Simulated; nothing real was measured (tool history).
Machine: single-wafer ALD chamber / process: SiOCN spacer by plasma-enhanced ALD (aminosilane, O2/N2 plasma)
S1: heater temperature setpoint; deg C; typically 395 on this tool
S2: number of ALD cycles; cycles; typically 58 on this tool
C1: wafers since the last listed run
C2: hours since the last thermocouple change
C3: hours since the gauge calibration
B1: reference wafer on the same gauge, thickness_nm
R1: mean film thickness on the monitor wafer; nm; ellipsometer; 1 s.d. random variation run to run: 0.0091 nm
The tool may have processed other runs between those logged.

Run 1, hour 0: usual settings but S2 53 cycles; C1 0; C2 858.4; C3 351.1; B1 3.172. Result: R1 3.301 nm.
Run 2, hour 6.8: usual settings but S2 53 cycles; C1 30; C2 865.2; C3 357.9; B1 3.173. Result: R1 3.307 nm.
Run 3, hour 21.3: usual settings; C1 65; C2 879.7; C3 372.4; B1 3.171. Result: R1 3.625 nm.
Run 4, hour 29.7: usual settings; C1 37; C2 888.1; C3 380.8; B1 3.172. Result: R1 3.612 nm.
Run 5, hour 47.7: usual settings but S2 67 cycles; C1 81; C2 906.1; C3 398.8; B1 3.17. Result: R1 4.176 nm.
Run 6, hour 60.9: usual settings but S1 400 deg C; C1 59; C2 919.3; C3 412; B1 3.172. Result: R1 3.619 nm.
Run 7, hour 71.1: usual settings but S1 400 deg C; C1 46; C2 929.5; C3 422.2; B1 3.167. Result: R1 3.63 nm.
Run 8, hour 87: usual settings but S1 400 deg C; C1 71; C2 945.4; C3 438.1; B1 3.172. Result: R1 3.628 nm.
Run 9, hour 134.3: usual settings; C1 213; C2 992.7; C3 485.4; B1 3.172. Result: R1 3.64 nm.
Run 10, hour 149.5: usual settings but S1 401 deg C; C1 68; C2 1007.9; C3 500.6; B1 3.17. Result: R1 3.613 nm.
Run 11, hour 159.9: usual settings but S1 402 deg C; C1 46; C2 1018.3; C3 511; B1 3.168. Result: R1 3.621 nm.
Run 12, hour 168.2: usual settings but S1 402 deg C; C1 37; C2 1026.6; C3 519.3; B1 3.169. Result: R1 3.591 nm.
Run 13, hour 186.1: usual settings but S2 51 cycles; C1 80; C2 1044.5; C3 537.2; B1 3.168. Result: R1 3.184 nm.
Run 14, hour 200.9: usual settings but S2 51 cycles; C1 66; C2 1059.3; C3 552; B1 3.17. Result: R1 3.189 nm.
Run 15, hour 216: usual settings but S2 51 cycles; C1 68; C2 1074.4; C3 567.1; B1 3.17. Result: R1 3.178 nm.
Run 16, hour 229.6: usual settings but S1 403 deg C; C1 61; C2 1088; C3 580.7; B1 3.168. Result: R1 3.585 nm.
At hour 240.6: gauge calibrated.
Run 17, hour 243: usual settings but S1 403 deg C; C1 60; C2 1101.4; C3 2.4; B1 3.168. Result: R1 3.609 nm.
Run 18, hour 260.7: usual settings but S1 403 deg C; C1 79; C2 1119.1; C3 20.1; B1 3.169. Result: R1 3.595 nm.
Run 19, hour 266.7: usual settings; C1 27; C2 1125.1; C3 26.1; B1 3.17. Result: R1 3.612 nm.
Run 20, hour 284.1: usual settings; C1 78; C2 1142.5; C3 43.5; B1 3.17. Result: R1 3.638 nm.
Run 21, hour 292.5: usual settings but S2 48 cycles; C1 37; C2 1150.9; C3 51.9; B1 3.172. Result: R1 2.991 nm.
Run 22, hour 305.9: usual settings but S1 404 deg C, S2 66 cycles; C1 60; C2 1164.3; C3 65.3; B1 3.169. Result: R1 4.102 nm.
Run 23, hour 317.5: usual settings but S1 390 deg C, S2 62 cycles; C1 52; C2 1175.9; C3 76.9; B1 3.171. Result: R1 3.888 nm.
Run 24, hour 329.4: usual settings but S1 385 deg C, S2 70 cycles; C1 53; C2 1187.8; C3 88.8; B1 3.171. Result: R1 4.397 nm.
Run 25, hour 358.1: usual settings; C1 129; C2 1216.5; C3 117.5; B1 3.172. Result: R1 3.613 nm.
Run 26, hour 368.9: usual settings but S2 55 cycles; C1 48; C2 1227.3; C3 128.3; B1 3.17. Result: R1 3.413 nm.
Run 27, hour 381: usual settings but S1 380 deg C, S2 47 cycles; C1 54; C2 1239.4; C3 140.4; B1 3.171. Result: R1 2.935 nm.
Run 28, hour 395.1: usual settings but S2 69 cycles; C1 63; C2 1253.5; C3 154.5; B1 3.17. Result: R1 4.315 nm.
Run 29, hour 404.4: usual settings but S1 405 deg C, S2 55 cycles; C1 41; C2 1262.8; C3 163.8; B1 3.172. Result: R1 3.4 nm.
Run 30, hour 417.8: usual settings but S2 49 cycles; C1 60; C2 1276.2; C3 177.2; B1 3.17. Result: R1 3.051 nm.
At hour 429.6: thermocouple changed; heater temperature recalibrated.
Run 31, hour 430.1: usual settings but S1 403 deg C; C1 19; C2 0.5; C3 189.5; B1 3.17. Result: R1 3.595 nm.
Run 32, hour 437.5: usual settings but S1 381 deg C, S2 67 cycles; C1 33; C2 7.9; C3 196.9; B1 3.171. Result: R1 4.205 nm.
Run 33, hour 482.3: usual settings but S1 408 deg C, S2 53 cycles; C1 202; C2 52.7; C3 241.7; B1 3.169. Result: R1 3.244 nm.
Run 34, hour 529.8: usual settings but S1 382 deg C; C1 214; C2 100.2; C3 289.2; B1 3.167. Result: R1 3.609 nm.
Run 35, hour 547.4: usual settings; C1 79; C2 117.8; C3 306.8; B1 3.17. Result: R1 3.621 nm.
Run 36, hour 563.7: usual settings but S1 402 deg C; C1 73; C2 134.1; C3 323.1; B1 3.171. Result: R1 3.612 nm.
Run 37, hour 578.8: usual settings but S1 390 deg C, S2 63 cycles; C1 68; C2 149.2; C3 338.2; B1 3.169. Result: R1 3.944 nm.
Run 38, hour 594.8: usual settings but S1 408 deg C, S2 54 cycles; C1 72; C2 165.2; C3 354.2; B1 3.172. Result: R1 3.311 nm.
Run 39, hour 603.4: usual settings; C1 38; C2 173.8; C3 362.8; B1 3.171. Result: R1 3.616 nm.
Run 40, hour 616.6: usual settings but S1 391 deg C, S2 63 cycles; C1 59; C2 187; C3 376; B1 3.173. Result: R1 3.936 nm.

Describe how what the log doesn't record of the tool's condition differs between the last listed run preceding each entry between runs and the first listed run following it.
From run 16 to run 17: gauge calibrated (hour 240.6)
  the hidden state is the same at both runs
From run 30 to run 31: thermocouple changed; heater temperature recalibrated (hour 429.6)
  the hidden state is the same at both runs

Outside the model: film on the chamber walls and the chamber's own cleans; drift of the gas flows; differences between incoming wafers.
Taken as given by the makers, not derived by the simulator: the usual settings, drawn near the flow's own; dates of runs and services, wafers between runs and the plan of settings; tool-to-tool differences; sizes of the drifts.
